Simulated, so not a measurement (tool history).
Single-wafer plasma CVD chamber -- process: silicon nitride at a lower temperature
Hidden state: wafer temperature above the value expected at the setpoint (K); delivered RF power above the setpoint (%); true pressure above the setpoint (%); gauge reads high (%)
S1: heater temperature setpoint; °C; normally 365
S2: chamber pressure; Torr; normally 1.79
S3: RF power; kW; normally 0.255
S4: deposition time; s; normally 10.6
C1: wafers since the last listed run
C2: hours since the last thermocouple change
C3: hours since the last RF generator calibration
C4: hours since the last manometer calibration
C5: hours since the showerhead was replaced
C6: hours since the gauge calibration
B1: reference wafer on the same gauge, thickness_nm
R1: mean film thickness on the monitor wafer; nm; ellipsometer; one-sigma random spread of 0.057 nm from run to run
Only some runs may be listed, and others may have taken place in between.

| run | hour | S1 | S2 | S3 | S4 | C1 | C2 | C3 | C4 | C5 | C6 | B1 | R1 |
|---|---|---|---|---|---|---|---|---|---|---|---|---|---|
| 1 | 0 | 365 | 1.79 | 0.255 | 10.6 | 0 | 961.5 | 2039.3 | 1634.1 | 2827.5 | 478.3 | 11.481 | 10.988 |
| 2 | 37.7 | 365 | 1.79 | 0.255 | 10.6 | 895 | 999.2 | 2077 | 1671.8 | 2865.2 | 516 | 11.486 | 10.899 |
| 3 | 83.1 | 365 | 1.79 | 0.29 | 10.6 | 1078 | 1044.6 | 2122.4 | 1717.2 | 2910.6 | 561.4 | 11.484 | 12.21 |
| 4 | 120.7 | 365 | 1.79 | 0.255 | 10.6 | 893 | 1082.2 | 2160 | 1754.8 | 2948.2 | 599 | 11.47 | 10.903 |
| 5 | 183.2 | 365 | 2.02 | 0.28 | 10.6 | 1484 | 1144.7 | 2222.5 | 1817.3 | 3010.7 | 661.5 | 11.47 | 12.206 |
| 6 | 249.7 | 365 | 2.02 | 0.28 | 10.6 | 1579 | 1211.2 | 2289 | 1883.8 | 3077.2 | 728 | 11.467 | 12.29 |
|  | 313 | gauge calibrated |
| 7 | 320.4 | 365 | 2.02 | 0.28 | 10.6 | 1679 | 1281.9 | 2359.7 | 1954.5 | 3147.9 | 7.4 | 11.691 | 12.624 |
|  | 329.1 | capacitance manometer re-zeroed and calibrated |
| 8 | 375.4 | 365 | 1.79 | 0.255 | 10.6 | 1116 | 1336.9 | 2414.7 | 46.3 | 3202.9 | 62.4 | 11.645 | 11.07 |
| 9 | 408.6 | 365 | 1.79 | 0.255 | 10.6 | 788 | 1370.1 | 2447.9 | 79.5 | 3236.1 | 95.6 | 11.627 | 11.106 |
| 10 | 446 | 352 | 1.46 | 0.305 | 9.5 | 888 | 1407.5 | 2485.3 | 116.9 | 3273.5 | 133 | 11.598 | 11.016 |
|  | 485.4 | showerhead replaced |
| 11 | 497.4 | 365 | 1.79 | 0.24 | 12.5 | 1030 | 1458.9 | 2536.7 | 168.3 | 12 | 184.4 | 11.573 | 12.267 |
|  | 518.1 | RF generator calibrated |
| 12 | 523.1 | 365 | 1.94 | 0.21 | 10.6 | 420 | 1484.6 | 5 | 194 | 37.7 | 210.1 | 11.548 | 9.127 |
|  | 583.2 | thermocouple changed; heater temperature recalibrated |
| 13 | 583.7 | 365 | 1.79 | 0.255 | 10 | 1249 | 0.5 | 65.6 | 254.6 | 98.3 | 270.7 | 11.54 | 10.416 |
| 14 | 641.7 | 354 | 1.79 | 0.28 | 9.8 | 1377 | 58.5 | 123.6 | 312.6 | 156.3 | 328.7 | 11.515 | 11.187 |
| 15 | 687.9 | 365 | 1.79 | 0.215 | 12.1 | 1097 | 104.7 | 169.8 | 358.8 | 202.5 | 374.9 | 11.489 | 10.468 |
| 16 | 726.5 | 365 | 1.79 | 0.29 | 10.6 | 916 | 143.3 | 208.4 | 397.4 | 241.1 | 413.5 | 11.483 | 12.254 |
| 17 | 751.6 | 365 | 1.98 | 0.285 | 9.1 | 596 | 168.4 | 233.5 | 422.5 | 266.2 | 438.6 | 11.482 | 10.712 |

3 options for the next run, each taken on its own from the tool as it stands now. Forecast them:
| A | 752 | 376 | 1.79 | 0.255 | 10.6 | 9 | 168.8 | 233.9 | 422.9 | 266.6 | 439 | ? | ? |
| B | 752 | 365 | 1.79 | 0.215 | 10.6 | 9 | 168.8 | 233.9 | 422.9 | 266.6 | 439 | ? | ? |
| C | 752 | 365 | 1.56 | 0.255 | 9 | 9 | 168.8 | 233.9 | 422.9 | 266.6 | 439 | ? | ? |

| run | B1 | R1 |
|---|---|---|
| A | 11.48 | 10.84 |
| B | 11.48 | 9.135 |
| C | 11.48 | 8.885 |
With no hidden state in the tool, these same runs would have given:
| run | R1 |
|---|---|
| A | 11.047 |
| B | 9.309 |
| C | 9.054 |
